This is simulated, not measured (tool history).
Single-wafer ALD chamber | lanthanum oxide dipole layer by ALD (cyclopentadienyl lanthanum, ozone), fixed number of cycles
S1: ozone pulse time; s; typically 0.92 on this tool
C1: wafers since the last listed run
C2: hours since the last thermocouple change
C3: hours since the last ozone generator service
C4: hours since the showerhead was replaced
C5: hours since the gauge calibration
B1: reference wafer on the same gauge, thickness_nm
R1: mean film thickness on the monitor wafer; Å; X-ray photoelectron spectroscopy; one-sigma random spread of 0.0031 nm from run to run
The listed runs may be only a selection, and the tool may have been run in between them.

Run 1, hour 0.0: usual settings; C1 0; C2 2045.3; C3 193.5; C4 26.3; C5 1017.4; B1 0.522. Result: R1 5.08 Å.
At hour 12.5: thermocouple changed; heater temperature recalibrated.
Run 2, hour 19.5: usual settings but S1 1.09 s; C1 292; C2 7.0; C3 213.0; C4 45.8; C5 1036.9; B1 0.521. Result: R1 5.33 Å.
Run 3, hour 54.8: usual settings but S1 1.09 s; C1 899; C2 42.3; C3 248.3; C4 81.1; C5 1072.2; B1 0.521. Result: R1 5.33 Å.
Run 4, hour 71.8: usual settings; C1 432; C2 59.3; C3 265.3; C4 98.1; C5 1089.2; B1 0.523. Result: R1 5.07 Å.
Run 5, hour 101.7: usual settings; C1 761; C2 89.2; C3 295.2; C4 128.0; C5 1119.1; B1 0.522. Result: R1 5.14 Å.
Run 6, hour 126.2: usual settings but S1 1.10 s; C1 623; C2 113.7; C3 319.7; C4 152.5; C5 1143.6; B1 0.521. Result: R1 5.32 Å.
Run 7, hour 144.7: usual settings but S1 1.10 s; C1 471; C2 132.2; C3 338.2; C4 171.0; C5 1162.1; B1 0.521. Result: R1 5.31 Å.
Run 8, hour 170.8: usual settings but S1 1.11 s; C1 664; C2 158.3; C3 364.3; C4 197.1; C5 1188.2; B1 0.522. Result: R1 5.30 Å.
Run 9, hour 188.1: usual settings but S1 1.11 s; C1 440; C2 175.6; C3 381.6; C4 214.4; C5 1205.5; B1 0.522. Result: R1 5.30 Å.
Run 10, hour 210.9: usual settings but S1 0.69 s; C1 580; C2 198.4; C3 404.4; C4 237.2; C5 1228.3; B1 0.521. Result: R1 4.63 Å.
Run 11, hour 224.0: usual settings but S1 0.80 s; C1 333; C2 211.5; C3 417.5; C4 250.3; C5 1241.4; B1 0.521. Result: R1 4.82 Å.
Run 12, hour 246.2: usual settings; C1 565; C2 233.7; C3 439.7; C4 272.5; C5 1263.6; B1 0.520. Result: R1 5.04 Å.
Run 13, hour 272.3: usual settings; C1 664; C2 259.8; C3 465.8; C4 298.6; C5 1289.7; B1 0.520. Result: R1 5.06 Å.
Run 14, hour 307.0: usual settings but S1 0.71 s; C1 883; C2 294.5; C3 500.5; C4 333.3; C5 1324.4; B1 0.520. Result: R1 4.66 Å.
Run 15, hour 320.7: usual settings; C1 348; C2 308.2; C3 514.2; C4 347.0; C5 1338.1; B1 0.520. Result: R1 5.06 Å.
Run 16, hour 333.5: usual settings but S1 1.13 s; C1 325; C2 321.0; C3 527.0; C4 359.8; C5 1350.9; B1 0.519. Result: R1 5.29 Å.
At hour 339.3: gauge calibrated.
At hour 343.8: ozone generator serviced.
Run 17, hour 351.9: usual settings but S1 1.27 s; C1 264; C2 339.4; C3 8.1; C4 378.2; C5 12.6; B1 0.546. Result: R1 5.74 Å.
Run 18, hour 375.1: usual settings; C1 590; C2 362.6; C3 31.3; C4 401.4; C5 35.8; B1 0.544. Result: R1 5.29 Å.
Run 19, hour 399.6: usual settings but S1 1.18 s; C1 623; C2 387.1; C3 55.8; C4 425.9; C5 60.3; B1 0.544. Result: R1 5.68 Å.
Run 20, hour 414.1: usual settings but S1 1.22 s; C1 369; C2 401.6; C3 70.3; C4 440.4; C5 74.8; B1 0.543. Result: R1 5.64 Å.
Run 21, hour 430.3: usual settings but S1 1.23 s; C1 412; C2 417.8; C3 86.5; C4 456.6; C5 91.0; B1 0.541. Result: R1 5.69 Å.
Run 22, hour 455.2: usual settings but S1 0.78 s; C1 634; C2 442.7; C3 111.4; C4 481.5; C5 115.9; B1 0.540. Result: R1 4.95 Å.
Run 23, hour 485.5: usual settings but S1 1.04 s; C1 771; C2 473.0; C3 141.7; C4 511.8; C5 146.2; B1 0.538. Result: R1 5.44 Å.
Run 24, hour 502.3: usual settings but S1 1.15 s; C1 427; C2 489.8; C3 158.5; C4 528.6; C5 163.0; B1 0.536. Result: R1 5.54 Å.
Run 25, hour 525.2: usual settings but S1 1.12 s; C1 583; C2 512.7; C3 181.4; C4 551.5; C5 185.9; B1 0.536. Result: R1 5.51 Å.
Run 26, hour 548.5: usual settings but S1 1.19 s; C1 593; C2 536.0; C3 204.7; C4 574.8; C5 209.2; B1 0.534. Result: R1 5.56 Å.
Run 27, hour 570.0: usual settings; C1 547; C2 557.5; C3 226.2; C4 596.3; C5 230.7; B1 0.534. Result: R1 5.18 Å.
Run 28, hour 597.1: usual settings but S1 0.63 s; C1 690; C2 584.6; C3 253.3; C4 623.4; C5 257.8; B1 0.533. Result: R1 4.56 Å.
Run 29, hour 612.7: usual settings but S1 1.16 s; C1 397; C2 600.2; C3 268.9; C4 639.0; C5 273.4; B1 0.533. Result: R1 5.47 Å.
Run 30, hour 714.0: usual settings; C1 2579; C2 701.5; C3 370.2; C4 740.3; C5 374.7; B1 0.529. Result: R1 5.14 Å.
Run 31, hour 745.5: usual settings but S1 0.62 s; C1 802; C2 733.0; C3 401.7; C4 771.8; C5 406.2; B1 0.528. Result: R1 4.49 Å.
Run 32, hour 758.4: usual settings but S1 0.75 s; C1 328; C2 745.9; C3 414.6; C4 784.7; C5 419.1; B1 0.527. Result: R1 4.85 Å.
Run 33, hour 782.8: usual settings but S1 1.14 s; C1 621; C2 770.3; C3 439.0; C4 809.1; C5 443.5; B1 0.528. Result: R1 5.39 Å.

Results for each run, recomputed without the tool's hidden state and with each run's random variation untouched:
Unlogged tool condition in this case: wafer temperature above the value expected at the setpoint (K); ozone dose above that of a generator just serviced (%); gauge reads high (%).
run    R1
  1  5.34
  2  5.60
  3  5.61
  4  5.34
  5  5.41
  6  5.61
  7  5.59
  8  5.59
  9  5.59
 10  4.88
 11  5.08
 12  5.31
 13  5.34
 14  4.91
 15  5.33
 16  5.58
 17  5.78
 18  5.33
 19  5.74
 20  5.71
 21  5.77
 22  5.04
 23  5.55
 24  5.66
 25  5.64
 26  5.71
 27  5.32
 28  4.70
 29  5.64
 30  5.33
 31  4.67
 32  5.04
 33  5.61
